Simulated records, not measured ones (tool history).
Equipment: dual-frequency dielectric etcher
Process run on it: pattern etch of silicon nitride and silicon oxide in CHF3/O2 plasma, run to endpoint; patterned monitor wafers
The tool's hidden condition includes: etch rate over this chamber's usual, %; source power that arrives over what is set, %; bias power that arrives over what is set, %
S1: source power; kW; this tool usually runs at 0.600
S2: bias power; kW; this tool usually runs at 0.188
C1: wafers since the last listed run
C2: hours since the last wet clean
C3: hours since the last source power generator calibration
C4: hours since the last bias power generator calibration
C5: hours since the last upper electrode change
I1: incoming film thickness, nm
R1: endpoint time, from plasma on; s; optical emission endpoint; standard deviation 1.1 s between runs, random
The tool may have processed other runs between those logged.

run      day     S1     S2    C1     C2      C3      C4      C5     I1     R1
  1    0.000  0.600  0.188     0  532.4  3850.9   246.3  1526.6  290.7  204.6
       2.704  -- wet clean of the chamber
  2    3.892  0.600  0.188   354   28.5  3944.3   339.7  1620.0  290.0  206.3
  3    6.467  0.600  0.188   315   90.3  4006.1   401.5  1681.8  292.0  204.4
  4    9.812  0.600  0.188   410  170.6  4086.4   481.8  1762.1  292.0  206.3
  5   13.704  0.600  0.188   477  264.0  4179.8   575.2  1855.5  291.0  205.1
  6   16.175  0.550  0.188   302  323.3  4239.1   634.5  1914.8  288.4  217.9
  7   19.921  0.640  0.188   459  413.2  4329.0   724.4  2004.7  292.5  199.9
  8   23.817  0.640  0.188   477  506.7  4422.5   817.9  2098.2  288.1  197.1
      26.129  -- wet clean of the chamber
  9   28.271  0.640  0.188   423   51.4  4529.4   924.8  2205.1  290.3  201.0
 10   32.529  0.600  0.210   522  153.6  4631.6  1027.0  2307.3  292.0  201.3
      35.588  -- upper electrode replaced
 11   35.608  0.600  0.210   254  227.5  4705.5  1100.9     0.5  290.4  197.9
 12   39.667  0.600  0.210   497  324.9  4802.9  1198.3    97.9  289.5  196.2
      40.642  -- source power generator calibrated
 13   51.612  0.600  0.188  1444  611.6   263.3  1485.0   384.6  290.0  201.2
      53.571  -- wet clean of the chamber
      53.625  -- bias power generator calibrated
 14   53.646  0.600  0.188   120    1.8   312.1     0.5   433.4  287.5  198.8
 15   56.638  0.600  0.188   366   73.6   383.9    72.3   505.2  292.1  202.3
 16   60.683  0.520  0.158   495  170.7   481.0   169.4   602.3  292.6  238.4
 17   64.050  0.600  0.188   412  251.5   561.8   250.2   683.1  289.0  200.0
 18   65.675  0.490  0.230   199  290.5   600.8   289.2   722.1  290.8  211.0
 19   69.962  0.700  0.160   525  393.4   703.7   392.1   825.0  292.2  198.9
 20   74.071  0.700  0.174   503  492.0   802.3   490.7   923.6  292.0  192.4
      77.708  -- wet clean of the chamber
 21   77.729  0.540  0.151   325    0.5   890.1   578.5  1011.4  290.2  234.1
 22   81.254  0.600  0.188   432   85.1   974.7   663.1  1096.0  289.5  202.2
 23   83.521  0.450  0.218   277  139.5  1029.1   717.5  1150.4  290.0  230.5
 24   87.721  0.520  0.217   514  240.3  1129.9   818.3  1251.2  290.6  208.3
 25   90.692  0.490  0.168   364  311.6  1201.2   889.6  1322.5  292.3  244.4
 26   92.383  0.700  0.205   207  352.2  1241.8   930.2  1363.1  290.4  178.4
 27   94.250  0.690  0.172   228  397.0  1286.6   975.0  1407.9  289.8  191.2
 28   97.221  0.640  0.188   364  468.3  1357.9  1046.3  1479.2  289.5  196.6
 29   99.738  0.600  0.188   308  528.7  1418.3  1106.7  1539.6  288.3  201.5
 30  103.221  0.470  0.203   427  612.3  1501.9  1190.3  1623.2  288.5  228.3
     104.771  -- wet clean of the chamber
 31  114.658  0.490  0.146  1279  237.3  1776.4  1464.8  1897.7  292.0  258.2
 32  116.800  0.600  0.188   262  288.7  1827.8  1516.2  1949.1  292.6  204.5
     119.104  -- bias power generator calibrated
 33  119.308  0.600  0.188   287  348.9  1888.0     4.9  2009.3  292.4  204.8
 34  121.392  0.600  0.188   255  398.9  1938.0    54.9  2059.3  290.3  201.2

State the hidden condition of the tool at each of the runs:
etch rate over this chamber's usual, %: 0, the same for each run
bias power that arrives over what is set, %: 0, the same for each run
H1: source power that arrives over what is set, %
run       H1
  1    -2.87
  2    -3.02
  3    -3.13
  4    -3.26
  5    -3.43
  6    -3.53
  7     -3.7
  8    -3.87
  9    -4.08
 10    -4.28
 11    -4.42
 12    -4.62
 13     0.24
 14    0.234
 15    0.223
 16    0.205
 17    0.187
 18    0.178
 19    0.149
 20    0.118
 21   0.0859
 22   0.0523
 23   0.0291
 24  -0.0172
 25  -0.0526
 26  -0.0737
 27  -0.0978
 28   -0.138
 29   -0.174
 30   -0.226
 31   -0.417
 32   -0.456
 33   -0.504
 34   -0.545

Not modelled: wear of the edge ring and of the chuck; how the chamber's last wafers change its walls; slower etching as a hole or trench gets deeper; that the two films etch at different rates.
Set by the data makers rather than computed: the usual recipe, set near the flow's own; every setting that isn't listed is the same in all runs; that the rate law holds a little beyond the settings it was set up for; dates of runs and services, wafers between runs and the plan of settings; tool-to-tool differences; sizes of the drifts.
